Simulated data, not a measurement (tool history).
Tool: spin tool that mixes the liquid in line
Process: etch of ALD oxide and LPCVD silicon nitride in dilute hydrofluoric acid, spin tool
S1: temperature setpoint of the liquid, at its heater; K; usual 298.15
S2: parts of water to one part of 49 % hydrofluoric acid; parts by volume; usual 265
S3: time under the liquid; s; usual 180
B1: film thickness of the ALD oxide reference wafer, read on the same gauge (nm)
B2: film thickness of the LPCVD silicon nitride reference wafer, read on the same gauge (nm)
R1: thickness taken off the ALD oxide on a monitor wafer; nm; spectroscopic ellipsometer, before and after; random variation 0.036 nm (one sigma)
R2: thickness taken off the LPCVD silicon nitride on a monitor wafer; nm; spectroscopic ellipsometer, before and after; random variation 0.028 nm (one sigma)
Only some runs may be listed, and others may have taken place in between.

| run | day | S1 | S2 | S3 | B1 | B2 | R1 | R2 |
|---|---|---|---|---|---|---|---|---|
| 1 | 0.000 | 298.15 | 265 | 180 | 49.97 | 149.995 | 7.37 | 0.439 |
| 2 | 1.483 | 298.15 | 265 | 180 | 49.99 | 149.994 | 7.39 | 0.515 |
| 3 | 2.583 | 298.15 | 265 | 180 | 49.99 | 149.993 | 7.30 | 0.500 |
| 4 | 3.858 | 298.15 | 265 | 180 | 50.00 | 150.022 | 7.40 | 0.489 |
| 5 | 4.496 | 298.15 | 265 | 180 | 49.99 | 149.999 | 7.31 | 0.431 |
| 6 | 5.038 | 298.15 | 265 | 180 | 49.97 | 149.998 | 7.34 | 0.503 |
| 7 | 5.879 | 298.15 | 170 | 145 | 49.97 | 150.011 | 10.20 | 0.644 |
| 8 | 6.617 | 298.15 | 265 | 180 | 50.05 | 150.000 | 7.41 | 0.457 |
| 9 | 7.708 | 299.65 | 150 | 180 | 49.97 | 150.010 | 14.63 | 0.873 |
| 10 | 8.283 | 302.65 | 335 | 75 | 50.00 | 149.989 | 2.47 | 0.183 |
| 11 | 9.758 | 298.15 | 325 | 90 | 49.99 | 149.996 | 2.66 | 0.177 |
| 12 | 10.758 | 298.15 | 355 | 220 | 50.00 | 150.000 | 5.83 | 0.421 |
| 13 | 11.625 | 298.15 | 350 | 180 | 50.00 | 150.012 | 4.82 | 0.366 |
| 14 | 12.838 | 294.15 | 265 | 180 | 50.02 | 149.994 | 6.05 | 0.344 |
| 15 | 13.912 | 296.15 | 165 | 245 | 50.05 | 150.013 | 15.84 | 0.832 |
| 16 | 14.575 | 298.15 | 265 | 180 | 49.99 | 150.001 | 6.96 | 0.513 |
| 17 | 16.046 | 301.15 | 395 | 150 | 50.03 | 149.991 | 3.79 | 0.302 |
| 18 | 17.171 | 295.65 | 265 | 180 | 49.99 | 150.011 | 6.35 | 0.364 |
| 19 | 18.196 | 298.15 | 265 | 180 | 49.97 | 150.015 | 7.02 | 0.460 |
| 20 | 19.296 | 295.15 | 265 | 180 | 49.97 | 149.992 | 6.37 | 0.387 |
| 21 | 20.200 | 293.65 | 320 | 180 | 49.97 | 150.006 | 4.70 | 0.281 |
| 22 | 20.867 | 294.65 | 310 | 120 | 50.05 | 150.003 | 3.35 | 0.201 |
| 23 | 22.225 | 301.65 | 195 | 275 | 50.01 | 150.004 | 17.76 | 1.163 |
| 24 | 23.325 | 301.65 | 265 | 70 | 50.00 | 149.991 | 3.08 | 0.211 |
| 25 | 24.550 | 298.15 | 265 | 180 | 49.98 | 150.006 | 7.02 | 0.462 |

Withheld: 3 entries from between the runs. Position of each, and hidden state at the listed run before versus the listed run after:
In the gap between runs 8 and 9: hydrofluoric acid flow meter replaced (day 6.779)
  hydrofluoric acid flow above the setpoint (%): 5.07 -> 0.253
  what was measured, less what the result would be without the hidden state, R1: +0.45 -> +0.04 nm; R2: +0.022 -> +0.003 nm
In the gap between runs 9 and 10: gauge calibrated (day 8.062)
  hydrofluoric acid flow above the setpoint (%): 0.253 -> 0.287
  what was measured, less what the result would be without the hidden state, R1: +0.04 -> +0.01 nm; R2: +0.003 -> +0.001 nm
In the gap between runs 15 and 16: thermometer replaced (day 14.150)
  hydrofluoric acid flow above the setpoint (%): 0.62 -> 0.66
  what was measured, less what the result would be without the hidden state, R1: +0.11 -> +0.05 nm; R2: +0.005 -> +0.003 nm
